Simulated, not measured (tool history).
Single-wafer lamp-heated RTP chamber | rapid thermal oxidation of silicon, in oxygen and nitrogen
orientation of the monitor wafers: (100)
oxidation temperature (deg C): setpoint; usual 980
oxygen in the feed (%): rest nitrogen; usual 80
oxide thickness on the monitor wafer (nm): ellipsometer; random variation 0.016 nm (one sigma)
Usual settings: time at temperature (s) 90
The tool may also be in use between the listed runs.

| run | day | oxidation temperature (deg C) | time at temperature (s) | oxygen in the feed (%) | read-back reference wafer on the same gauge, thickness | oxide thickness on the monitor wafer (nm) |
|---|---|---|---|---|---|---|
| 1 | 0 | 980 | 90 | 80 | 6 | 5.67 |
|  | 1.617 | pyrometer window cleaned and pyrometer calibrated |
| 2 | 1.638 | 980 | 90 | 80 | 6.004 | 5.553 |
| 3 | 2.583 | 980 | 90 | 80 | 5.999 | 5.56 |
| 4 | 4.033 | 980 | 90 | 80 | 5.997 | 5.587 |
| 5 | 5.45 | 980 | 90 | 80 | 6.005 | 5.595 |
| 6 | 7.462 | 980 | 90 | 80 | 6.005 | 5.595 |
| 7 | 9.433 | 980 | 90 | 80 | 6.006 | 5.592 |
| 8 | 12.258 | 980 | 90 | 80 | 6 | 5.65 |
| 9 | 13.979 | 980 | 126 | 80 | 6.003 | 6.555 |
| 10 | 15.458 | 980 | 90 | 80 | 5.996 | 5.606 |
| 11 | 17.771 | 980 | 90 | 80 | 5.999 | 5.629 |
|  | 18.242 | oxygen flow controller replaced |
| 12 | 19.358 | 980 | 90 | 80 | 5.999 | 5.639 |
| 13 | 20.621 | 980 | 90 | 80 | 6.003 | 5.661 |
| 14 | 22.933 | 980 | 90 | 80 | 6 | 5.662 |
| 15 | 25.783 | 980 | 90 | 80 | 5.998 | 5.661 |
| 16 | 27.583 | 980 | 90 | 80 | 5.999 | 5.667 |
| 17 | 30.104 | 980 | 90 | 80 | 5.998 | 5.681 |
| 18 | 32.875 | 980 | 90 | 80 | 6.005 | 5.66 |
| 19 | 34.004 | 951 | 46 | 98 | 6.004 | 3.736 |
|  | 34.871 | pyrometer window cleaned and pyrometer calibrated |
| 20 | 35.392 | 993 | 90 | 80 | 6 | 6.356 |
| 21 | 38.058 | 980 | 68 | 80 | 6.003 | 5.141 |
|  | 39.338 | gauge calibrated |
| 22 | 40.879 | 1004 | 76 | 80 | 6 | 6.442 |
| 23 | 43.167 | 980 | 90 | 80 | 6.006 | 5.847 |
|  | 43.783 | pyrometer window cleaned and pyrometer calibrated, repeated, since the last time left the tool worse |
| 24 | 45.433 | 995 | 90 | 65 | 6 | 5.836 |
| 25 | 46.821 | 980 | 90 | 69 | 6 | 5.339 |
| 26 | 49.771 | 969 | 90 | 80 | 5.998 | 5.188 |
| 27 | 51.658 | 980 | 126 | 80 | 6 | 6.561 |
| 28 | 54.492 | 970 | 66 | 80 | 5.999 | 4.568 |
| 29 | 55.675 | 980 | 128 | 53 | 6.002 | 5.742 |
| 30 | 58.142 | 980 | 90 | 98 | 6.006 | 6.097 |

What the log doesn't show, run by run:
deviation of the oxygen flow from its setpoint, %: 0 in every run
gauge reads high (%): 0 in every run
H1: true wafer temperature minus pyrometer reading, K
| run | H1 |
|---|---|
| 1 | 2.86 |
| 2 | 0.0613 |
| 3 | 0.289 |
| 4 | 0.604 |
| 5 | 0.877 |
| 6 | 1.21 |
| 7 | 1.49 |
| 8 | 1.82 |
| 9 | 1.98 |
| 10 | 2.1 |
| 11 | 2.26 |
| 12 | 2.36 |
| 13 | 2.42 |
| 14 | 2.53 |
| 15 | 2.63 |
| 16 | 2.69 |
| 17 | 2.75 |
| 18 | 2.81 |
| 19 | 2.83 |
| 20 | 5.17 |
| 21 | 5.75 |
| 22 | 6.23 |
| 23 | 6.54 |
| 24 | 0.765 |
| 25 | 1.05 |
| 26 | 1.56 |
| 27 | 1.82 |
| 28 | 2.14 |
| 29 | 2.26 |
| 30 | 2.46 |

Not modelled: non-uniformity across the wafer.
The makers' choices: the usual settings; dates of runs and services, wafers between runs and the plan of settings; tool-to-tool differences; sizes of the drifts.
